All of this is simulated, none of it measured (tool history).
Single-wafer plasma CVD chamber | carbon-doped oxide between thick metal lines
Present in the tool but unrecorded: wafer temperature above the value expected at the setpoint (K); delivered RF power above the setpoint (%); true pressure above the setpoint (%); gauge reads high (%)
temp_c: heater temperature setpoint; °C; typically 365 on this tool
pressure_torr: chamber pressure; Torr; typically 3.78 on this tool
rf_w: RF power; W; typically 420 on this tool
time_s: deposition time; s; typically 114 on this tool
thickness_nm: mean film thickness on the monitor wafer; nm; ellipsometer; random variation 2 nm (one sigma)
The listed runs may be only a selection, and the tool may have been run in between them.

| run | day | temp_c | pressure_torr | rf_w | time_s | wafers since the last listed run | hours since the last thermocouple change | hours since the last RF generator calibration | hours since the last manometer calibration | hours since the showerhead was replaced | hours since the gauge calibration | read-back reference wafer on the same gauge, thickness_nm | thickness_nm |
|---|---|---|---|---|---|---|---|---|---|---|---|---|---|
| 1 | 0.000 | 365 | 3.78 | 420 | 114 | 0 | 2721.5 | 1393.8 | 681.7 | 5389.0 | 493.9 | 523.098 | 464.964 |
| 2 | 1.942 | 365 | 3.78 | 420 | 114 | 541 | 2768.1 | 1440.4 | 728.3 | 5435.6 | 540.5 | 523.302 | 459.905 |
| 3 | 4.325 | 365 | 3.78 | 420 | 129 | 664 | 2825.3 | 1497.6 | 785.5 | 5492.8 | 597.7 | 522.733 | 517.264 |
| 4 | 6.275 | 365 | 3.78 | 420 | 129 | 543 | 2872.1 | 1544.4 | 832.3 | 5539.6 | 644.5 | 522.611 | 521.080 |
| 5 | 7.454 | 365 | 3.78 | 420 | 129 | 328 | 2900.4 | 1572.7 | 860.6 | 5567.9 | 672.8 | 522.339 | 517.571 |
| 6 | 8.829 | 365 | 3.78 | 420 | 114 | 383 | 2933.4 | 1605.7 | 893.6 | 5600.9 | 705.8 | 523.313 | 458.848 |
| 7 | 10.229 | 365 | 3.78 | 420 | 114 | 390 | 2967.0 | 1639.3 | 927.2 | 5634.5 | 739.4 | 523.169 | 457.430 |
| 8 | 13.112 | 365 | 3.78 | 420 | 114 | 803 | 3036.2 | 1708.5 | 996.4 | 5703.7 | 808.6 | 522.681 | 463.606 |
| 9 | 14.783 | 365 | 3.78 | 420 | 114 | 465 | 3076.3 | 1748.6 | 1036.5 | 5743.8 | 848.7 | 522.570 | 460.573 |
| 10 | 16.162 | 365 | 3.78 | 420 | 114 | 384 | 3109.4 | 1781.7 | 1069.6 | 5776.9 | 881.8 | 522.766 | 457.119 |
|  | 18.367 | showerhead replaced |
| 11 | 18.588 | 365 | 3.78 | 420 | 114 | 583 | 3167.6 | 1839.9 | 1127.8 | 5.3 | 940.0 | 522.938 | 457.946 |
|  | 19.492 | thermocouple changed; heater temperature recalibrated |
| 12 | 21.362 | 365 | 3.18 | 420 | 114 | 680 | 44.9 | 1906.5 | 1194.4 | 71.9 | 1006.6 | 522.657 | 452.082 |
|  | 21.700 | gauge calibrated |
|  | 22.742 | RF generator calibrated |
| 13 | 29.858 | 351 | 3.78 | 420 | 135 | 2275 | 248.8 | 170.8 | 1398.3 | 275.8 | 195.8 | 522.638 | 583.236 |
| 14 | 32.733 | 365 | 3.08 | 420 | 114 | 801 | 317.8 | 239.8 | 1467.3 | 344.8 | 264.8 | 523.393 | 462.661 |
|  | 33.167 | capacitance manometer re-zeroed and calibrated |
| 15 | 34.529 | 370 | 3.78 | 420 | 98 | 407 | 360.9 | 282.9 | 32.7 | 387.9 | 307.9 | 523.827 | 401.622 |
| 16 | 36.392 | 380 | 3.78 | 505 | 122 | 519 | 405.6 | 327.6 | 77.4 | 432.6 | 352.6 | 522.862 | 533.512 |
| 17 | 39.246 | 365 | 4.57 | 420 | 114 | 795 | 474.1 | 396.1 | 145.9 | 501.1 | 421.1 | 523.059 | 480.138 |
| 18 | 40.338 | 352 | 3.78 | 420 | 123 | 304 | 500.3 | 422.3 | 172.1 | 527.3 | 447.3 | 522.228 | 525.912 |
| 19 | 42.242 | 365 | 3.78 | 480 | 95 | 530 | 546.0 | 468.0 | 217.8 | 573.0 | 493.0 | 523.152 | 419.460 |
| 20 | 44.012 | 371 | 3.21 | 420 | 123 | 493 | 588.5 | 510.5 | 260.3 | 615.5 | 535.5 | 523.740 | 495.107 |
| 21 | 45.092 | 365 | 3.78 | 420 | 114 | 300 | 614.4 | 536.4 | 286.2 | 641.4 | 561.4 | 522.932 | 467.261 |
| 22 | 48.004 | 365 | 3.78 | 420 | 114 | 811 | 684.3 | 606.3 | 356.1 | 711.3 | 631.3 | 522.860 | 464.917 |

Selected run-to-run steps in thickness_nm, each split into two signed amounts: the part the tool would show with no hidden state at all (from settings, incoming material and random variation), and the remainder, which goes to the hidden state together with any gauge scatter not common to the measured and the hidden-state-free results:
Run 2 -> 3: time_s 114 -> 129. thickness_nm +57.359 nm: hidden state -2.268, all else +59.627.
Run 12 -> 13: temp_c 365 -> 351, pressure_torr 3.18 -> 3.78, time_s 114 -> 135, gauge calibrated, RF generator calibrated. thickness_nm +131.154 nm: hidden state +15.425, all else +115.729.
Run 15 -> 16: temp_c 370 -> 380, rf_w 420 -> 505, time_s 98 -> 122. thickness_nm +131.890 nm: hidden state -0.702, all else +132.592.
